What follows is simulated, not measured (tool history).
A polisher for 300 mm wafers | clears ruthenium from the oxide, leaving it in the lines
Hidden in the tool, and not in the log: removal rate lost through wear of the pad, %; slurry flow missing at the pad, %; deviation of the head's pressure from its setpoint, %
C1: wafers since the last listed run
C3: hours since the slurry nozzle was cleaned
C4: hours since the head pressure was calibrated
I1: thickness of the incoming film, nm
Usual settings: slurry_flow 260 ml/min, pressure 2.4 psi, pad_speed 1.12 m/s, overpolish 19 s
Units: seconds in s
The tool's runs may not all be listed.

run 1 hour=0.0 | slurry_flow=260 pressure=2.2 pad_speed=1.12 overpolish=19 | C1=0 wafers_polished_on_this_pad=1914 C3=42.1 C4=391.8 | I1=90.6 | seconds=57.2
-- hour=9.3 worn pad replaced by a new one
run 2 hour=47.1 | slurry_flow=260 pressure=2.2 pad_speed=1.12 overpolish=19 | C1=222 wafers_polished_on_this_pad=195 C3=89.2 C4=438.9 | I1=89.6 | seconds=57.2
run 3 hour=89.4 | slurry_flow=260 pressure=2.4 pad_speed=0.94 overpolish=19 | C1=218 wafers_polished_on_this_pad=414 C3=131.5 C4=481.2 | I1=89.4 | seconds=59.3
run 4 hour=113.8 | slurry_flow=260 pressure=2.0 pad_speed=1.12 overpolish=23 | C1=126 wafers_polished_on_this_pad=540 C3=155.9 C4=505.6 | I1=89.9 | seconds=61.8
run 5 hour=174.9 | slurry_flow=305 pressure=2.4 pad_speed=1.12 overpolish=27 | C1=316 wafers_polished_on_this_pad=856 C3=217.0 C4=566.7 | I1=91.9 | seconds=53.7
run 6 hour=245.7 | slurry_flow=305 pressure=2.4 pad_speed=1.12 overpolish=27 | C1=366 wafers_polished_on_this_pad=1223 C3=287.8 C4=637.5 | I1=90.3 | seconds=50.6
-- hour=251.8 slurry nozzle cleaned
-- hour=299.8 worn pad replaced by a new one
run 7 hour=312.8 | slurry_flow=305 pressure=2.4 pad_speed=1.12 overpolish=27 | C1=321 wafers_polished_on_this_pad=67 C3=61.0 C4=704.6 | I1=89.4 | seconds=51.0
run 8 hour=380.6 | slurry_flow=330 pressure=2.4 pad_speed=1.12 overpolish=19 | C1=350 wafers_polished_on_this_pad=417 C3=128.8 C4=772.4 | I1=91.2 | seconds=50.8
run 9 hour=420.2 | slurry_flow=330 pressure=2.4 pad_speed=1.12 overpolish=19 | C1=204 wafers_polished_on_this_pad=622 C3=168.4 C4=812.0 | I1=89.5 | seconds=52.4
run 10 hour=485.3 | slurry_flow=260 pressure=2.4 pad_speed=1.12 overpolish=19 | C1=336 wafers_polished_on_this_pad=959 C3=233.5 C4=877.1 | I1=90.9 | seconds=53.3
run 11 hour=540.5 | slurry_flow=260 pressure=2.4 pad_speed=1.12 overpolish=19 | C1=285 wafers_polished_on_this_pad=1245 C3=288.7 C4=932.3 | I1=90.9 | seconds=53.0
-- hour=542.9 head pressure recalibrated
-- hour=561.3 slurry nozzle cleaned
run 12 hour=604.4 | slurry_flow=260 pressure=2.4 pad_speed=1.12 overpolish=19 | C1=315 wafers_polished_on_this_pad=1560 C3=43.1 C4=61.5 | I1=89.5 | seconds=51.7
-- hour=614.4 worn pad replaced by a new one
run 13 hour=653.5 | slurry_flow=260 pressure=2.4 pad_speed=1.12 overpolish=19 | C1=233 wafers_polished_on_this_pad=202 C3=92.2 C4=110.6 | I1=89.4 | seconds=50.8
run 14 hour=689.5 | slurry_flow=260 pressure=2.4 pad_speed=1.12 overpolish=19 | C1=186 wafers_polished_on_this_pad=388 C3=128.2 C4=146.6 | I1=90.5 | seconds=52.8
run 15 hour=713.5 | slurry_flow=260 pressure=1.6 pad_speed=1.12 overpolish=15 | C1=124 wafers_polished_on_this_pad=512 C3=152.2 C4=170.6 | I1=90.1 | seconds=76.3
run 16 hour=895.3 | slurry_flow=260 pressure=2.4 pad_speed=1.12 overpolish=19 | C1=940 wafers_polished_on_this_pad=1453 C3=334.0 C4=352.4 | I1=90.9 | seconds=53.1
-- hour=917.7 slurry nozzle cleaned
-- hour=927.6 worn pad replaced by a new one
run 17 hour=1013.6 | slurry_flow=305 pressure=2.4 pad_speed=1.12 overpolish=27 | C1=586 wafers_polished_on_this_pad=445 C3=95.9 C4=470.7 | I1=91.2 | seconds=52.0
run 18 hour=1041.8 | slurry_flow=180 pressure=1.7 pad_speed=0.88 overpolish=13 | C1=145 wafers_polished_on_this_pad=590 C3=124.1 C4=498.9 | I1=90.1 | seconds=91.0
run 19 hour=1102.1 | slurry_flow=310 pressure=1.9 pad_speed=0.76 overpolish=19 | C1=311 wafers_polished_on_this_pad=902 C3=184.4 C4=559.2 | I1=89.5 | seconds=83.8
run 20 hour=1207.4 | slurry_flow=260 pressure=2.4 pad_speed=1.12 overpolish=19 | C1=544 wafers_polished_on_this_pad=1447 C3=289.7 C4=664.5 | I1=89.4 | seconds=52.2
-- hour=1226.6 worn pad replaced by a new one
run 21 hour=1256.8 | slurry_flow=260 pressure=2.4 pad_speed=1.02 overpolish=19 | C1=234 wafers_polished_on_this_pad=156 C3=339.1 C4=713.9 | I1=90.7 | seconds=54.2
-- hour=1266.0 slurry nozzle cleaned
-- hour=1332.8 head pressure recalibrated
run 22 hour=1385.4 | slurry_flow=260 pressure=2.4 pad_speed=1.12 overpolish=19 | C1=649 wafers_polished_on_this_pad=806 C3=119.4 C4=52.6 | I1=89.9 | seconds=51.9
run 23 hour=1409.5 | slurry_flow=195 pressure=2.4 pad_speed=1.12 overpolish=19 | C1=124 wafers_polished_on_this_pad=930 C3=143.5 C4=76.7 | I1=90.0 | seconds=53.6
run 24 hour=1473.5 | slurry_flow=260 pressure=2.4 pad_speed=1.12 overpolish=19 | C1=331 wafers_polished_on_this_pad=1262 C3=207.5 C4=140.7 | I1=90.3 | seconds=51.8
-- hour=1510.5 worn pad replaced by a new one
run 25 hour=1511.0 | slurry_flow=260 pressure=2.6 pad_speed=1.36 overpolish=19 | C1=173 wafers_polished_on_this_pad=2 C3=245.0 C4=178.2 | I1=91.8 | seconds=42.2
run 26 hour=1577.7 | slurry_flow=260 pressure=2.4 pad_speed=1.12 overpolish=19 | C1=345 wafers_polished_on_this_pad=347 C3=311.7 C4=244.9 | I1=90.7 | seconds=51.7
-- hour=1610.4 slurry nozzle cleaned
run 27 hour=1619.4 | slurry_flow=260 pressure=2.7 pad_speed=0.92 overpolish=19 | C1=210 wafers_polished_on_this_pad=558 C3=9.0 C4=286.6 | I1=89.5 | seconds=51.7
run 28 hour=1663.7 | slurry_flow=260 pressure=1.7 pad_speed=1.12 overpolish=26 | C1=229 wafers_polished_on_this_pad=787 C3=53.3 C4=330.9 | I1=87.9 | seconds=70.5

Forecast each of these 4 alternatives for the next run:
run A hour=1664.2 | slurry_flow=260 pressure=2.4 pad_speed=0.74 overpolish=19 | C1=2 wafers_polished_on_this_pad=790 C3=53.8 C4=331.4 | I1=89.4 | seconds=?
run B hour=1664.2 | slurry_flow=195 pressure=3.2 pad_speed=0.92 overpolish=19 | C1=2 wafers_polished_on_this_pad=790 C3=53.8 C4=331.4 | I1=89.4 | seconds=?
run C hour=1664.2 | slurry_flow=195 pressure=1.9 pad_speed=0.96 overpolish=16 | C1=2 wafers_polished_on_this_pad=790 C3=53.8 C4=331.4 | I1=89.4 | seconds=?
run D hour=1664.2 | slurry_flow=200 pressure=2.4 pad_speed=1.26 overpolish=28 | C1=2 wafers_polished_on_this_pad=790 C3=53.8 C4=331.4 | I1=89.4 | seconds=?

run=A seconds=68.1
run=B seconds=46.2
run=C seconds=75.6
run=D seconds=49.5
Without the tool's hidden state the same runs would have given:
run=A seconds=68.1
run=B seconds=46.2
run=C seconds=75.6
run=D seconds=49.5
